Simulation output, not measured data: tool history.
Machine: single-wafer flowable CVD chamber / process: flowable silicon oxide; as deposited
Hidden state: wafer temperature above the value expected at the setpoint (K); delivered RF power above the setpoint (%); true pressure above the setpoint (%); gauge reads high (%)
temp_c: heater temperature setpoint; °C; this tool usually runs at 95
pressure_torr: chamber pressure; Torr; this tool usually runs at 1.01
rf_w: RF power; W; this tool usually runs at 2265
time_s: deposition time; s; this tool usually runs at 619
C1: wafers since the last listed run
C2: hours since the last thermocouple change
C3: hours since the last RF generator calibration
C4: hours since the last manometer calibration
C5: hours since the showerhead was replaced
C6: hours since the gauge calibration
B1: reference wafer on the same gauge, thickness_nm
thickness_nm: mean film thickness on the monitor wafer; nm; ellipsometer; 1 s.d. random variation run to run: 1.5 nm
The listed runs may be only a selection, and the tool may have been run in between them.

run 1 hour=0 | temp_c=99 pressure_torr=1.15 rf_w=2265 time_s=619 | C1=0 C2=1404.4 C3=1178.4 C4=1878.5 C5=2685.1 C6=410.8 | B1=578.966 | thickness_nm=568.6
run 2 hour=91.8 | temp_c=99 pressure_torr=1.15 rf_w=2265 time_s=619 | C1=197 C2=1496.2 C3=1270.2 C4=1970.3 C5=2776.9 C6=502.6 | B1=579.841 | thickness_nm=568.368
run 3 hour=145.5 | temp_c=95 pressure_torr=1.01 rf_w=2265 time_s=529 | C1=115 C2=1549.9 C3=1323.9 C4=2024 C5=2830.6 C6=556.3 | B1=578.562 | thickness_nm=495.353
run 4 hour=196.2 | temp_c=95 pressure_torr=1.01 rf_w=2265 time_s=619 | C1=109 C2=1600.6 C3=1374.6 C4=2074.7 C5=2881.3 C6=607 | B1=578.873 | thickness_nm=580.473
run 5 hour=248 | temp_c=95 pressure_torr=1.01 rf_w=2265 time_s=619 | C1=111 C2=1652.4 C3=1426.4 C4=2126.5 C5=2933.1 C6=658.8 | B1=579.663 | thickness_nm=579.992
run 6 hour=331.9 | temp_c=95 pressure_torr=1.01 rf_w=2265 time_s=619 | C1=180 C2=1736.3 C3=1510.3 C4=2210.4 C5=3017 C6=742.7 | B1=578.968 | thickness_nm=576.813
run 7 hour=380.2 | temp_c=95 pressure_torr=1.01 rf_w=2265 time_s=619 | C1=103 C2=1784.6 C3=1558.6 C4=2258.7 C5=3065.3 C6=791 | B1=579.435 | thickness_nm=576.892
run 8 hour=449.8 | temp_c=95 pressure_torr=1.01 rf_w=2265 time_s=619 | C1=149 C2=1854.2 C3=1628.2 C4=2328.3 C5=3134.9 C6=860.6 | B1=578.764 | thickness_nm=578.401
run 9 hour=490.1 | temp_c=95 pressure_torr=1.01 rf_w=2265 time_s=619 | C1=86 C2=1894.5 C3=1668.5 C4=2368.6 C5=3175.2 C6=900.9 | B1=579.137 | thickness_nm=576.952
-- hour=501.9 gauge calibrated
run 10 hour=575.6 | temp_c=95 pressure_torr=1.01 rf_w=2265 time_s=557 | C1=183 C2=1980 C3=1754 C4=2454.1 C5=3260.7 C6=73.7 | B1=578.888 | thickness_nm=516.288
-- hour=616.5 RF generator calibrated
run 11 hour=638.6 | temp_c=95 pressure_torr=1.01 rf_w=2265 time_s=619 | C1=118 C2=2043 C3=22.1 C4=2517.1 C5=3323.7 C6=136.7 | B1=579.281 | thickness_nm=574.531
run 12 hour=689.6 | temp_c=95 pressure_torr=0.95 rf_w=2265 time_s=534 | C1=109 C2=2094 C3=73.1 C4=2568.1 C5=3374.7 C6=187.7 | B1=579.116 | thickness_nm=466.884
run 13 hour=726.8 | temp_c=101 pressure_torr=1.01 rf_w=2645 time_s=619 | C1=80 C2=2131.2 C3=110.3 C4=2605.3 C5=3411.9 C6=224.9 | B1=579.6 | thickness_nm=470.107
-- hour=749.7 showerhead replaced
-- hour=776.1 thermocouple changed; heater temperature recalibrated
run 14 hour=811.3 | temp_c=95 pressure_torr=1.01 rf_w=2265 time_s=619 | C1=147 C2=35.2 C3=194.8 C4=2689.8 C5=61.6 C6=309.4 | B1=579.382 | thickness_nm=575.676
-- hour=851.7 capacitance manometer re-zeroed and calibrated
run 15 hour=874.1 | temp_c=107 pressure_torr=1.19 rf_w=2640 time_s=619 | C1=117 C2=98 C3=257.6 C4=22.4 C5=124.4 C6=372.2 | B1=578.775 | thickness_nm=455.39
run 16 hour=965.7 | temp_c=95 pressure_torr=1.01 rf_w=2265 time_s=619 | C1=197 C2=189.6 C3=349.2 C4=114 C5=216 C6=463.8 | B1=578.791 | thickness_nm=594.871
run 17 hour=1223.1 | temp_c=104 pressure_torr=1.17 rf_w=2265 time_s=531 | C1=553 C2=447 C3=606.6 C4=371.4 C5=473.4 C6=721.2 | B1=579.375 | thickness_nm=417.896
run 18 hour=1329.5 | temp_c=82 pressure_torr=1.01 rf_w=1915 time_s=657 | C1=228 C2=553.4 C3=713 C4=477.8 C5=579.8 C6=827.6 | B1=578.771 | thickness_nm=951.819
run 19 hour=1395.2 | temp_c=95 pressure_torr=1.01 rf_w=2265 time_s=619 | C1=141 C2=619.1 C3=778.7 C4=543.5 C5=645.5 C6=893.3 | B1=579.276 | thickness_nm=591.177
-- hour=1418.1 gauge calibrated
run 20 hour=1475.5 | temp_c=82 pressure_torr=1.12 rf_w=2125 time_s=543 | C1=172 C2=699.4 C3=859 C4=623.8 C5=725.8 C6=57.4 | B1=579.487 | thickness_nm=883.305
run 21 hour=1534.1 | temp_c=95 pressure_torr=1.01 rf_w=2525 time_s=619 | C1=126 C2=758 C3=917.6 C4=682.4 C5=784.4 C6=116 | B1=578.509 | thickness_nm=600.647

5 ways to go on from here, each from the tool as it stands after run 21. What would each give?
run A hour=1534.7 | temp_c=95 pressure_torr=1.01 rf_w=2265 time_s=619 | C1=1 C2=758.6 C3=918.2 C4=683 C5=785 C6=116.6 | B1=? | thickness_nm=?
run B hour=1534.7 | temp_c=87 pressure_torr=1.01 rf_w=2265 time_s=619 | C1=1 C2=758.6 C3=918.2 C4=683 C5=785 C6=116.6 | B1=? | thickness_nm=?
run C hour=1534.7 | temp_c=81 pressure_torr=1.01 rf_w=2265 time_s=704 | C1=1 C2=758.6 C3=918.2 C4=683 C5=785 C6=116.6 | B1=? | thickness_nm=?
run D hour=1534.7 | temp_c=100 pressure_torr=1.01 rf_w=2265 time_s=619 | C1=1 C2=758.6 C3=918.2 C4=683 C5=785 C6=116.6 | B1=? | thickness_nm=?
run E hour=1534.7 | temp_c=95 pressure_torr=1.11 rf_w=2060 time_s=686 | C1=1 C2=758.6 C3=918.2 C4=683 C5=785 C6=116.6 | B1=? | thickness_nm=?

run=A B1=579.344 thickness_nm=587.969
run=B B1=579.344 thickness_nm=780.652
run=C B1=579.344 thickness_nm=1083.904
run=D B1=579.344 thickness_nm=489.527
run=E B1=579.344 thickness_nm=700.045
The same runs, with their run-to-run variation unchanged, on a tool lacking any hidden condition would have given:
run=A thickness_nm=592.995
run=B thickness_nm=787.326
run=C thickness_nm=1093.17
run=D thickness_nm=493.712
run=E thickness_nm=705.514
